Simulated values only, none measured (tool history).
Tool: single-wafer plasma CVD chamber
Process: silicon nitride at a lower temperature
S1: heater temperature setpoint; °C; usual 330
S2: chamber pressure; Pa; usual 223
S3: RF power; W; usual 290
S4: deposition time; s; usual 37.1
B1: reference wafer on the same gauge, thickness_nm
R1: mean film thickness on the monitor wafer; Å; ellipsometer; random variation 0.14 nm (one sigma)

run,hour,S1,S2,S3,S4,B1,R1
1,0,330,195,290,37.1,48.424,408.01
2,89.6,330,195,290,37.1,48.352,405.09
3,129.6,330,195,290,37.1,48.233,403.54
4,201.8,330,223,290,37.1,48.211,416.81
# hour 238.6: thermocouple changed; heater temperature recalibrated
5,491.3,330,223,290,37.1,48.014,414.87
# hour 542.3: RF generator calibrated
6,588,330,223,290,37.1,47.959,413.1
7,658.5,330,223,290,37.1,47.888,412.39
8,715.9,330,223,265,37.1,47.865,395.99
9,813,330,223,290,37.1,47.789,414.07
10,906.6,330,244,290,34.3,47.705,387.72
11,984.8,343,223,290,37.1,47.688,406.96
12,1026.8,337,245,290,29.9,47.636,337.46
13,1104.6,344,223,290,37.1,47.589,406.5
14,1159.7,330,223,310,41.7,47.556,476.87
# hour 1174.5: showerhead replaced
15,1214.4,330,223,265,32.2,47.489,339.58
# hour 1311.8: capacitance manometer re-zeroed and calibrated
# hour 1377.1: gauge calibrated
16,1462.1,324,223,255,37.1,48.879,394.74
17,1518.1,330,223,290,37.1,48.886,418.66
18,1570.7,337,223,275,37.1,48.841,407.57
19,1670.4,330,223,290,37.1,48.754,420.66
20,1754.2,330,223,290,37.1,48.732,419.68
21,1839.2,330,223,290,32.3,48.658,364.13
22,1941.9,330,223,290,37.1,48.624,416.82
23,2034.2,338,223,290,33.1,48.556,371.5
24,2098.2,330,223,290,37.1,48.476,419.61
# hour 2163.5: RF generator calibrated
25,2176.5,335,268,320,34.2,48.425,419.3
26,2278,330,223,290,39.2,48.359,442.89
27,2361.1,330,223,290,37.1,48.302,416.06
28,2412.1,326,223,290,41.8,48.271,470.81
29,2470.2,330,223,290,37.1,48.271,415.58

3 ways to go on from here, each from the tool as it stands after run 29. What would each give?
A,2470.6,330,240,290,37.1,?,?
B,2470.6,323,223,265,33.5,?,?
C,2470.6,320,183,340,37.1,?,?

run,B1,R1
A,48.201,422.53
B,48.201,359.95
C,48.201,436.29
Without the tool's hidden state the same runs would have given:
run,R1
A,429.4
B,365.8
C,443.38
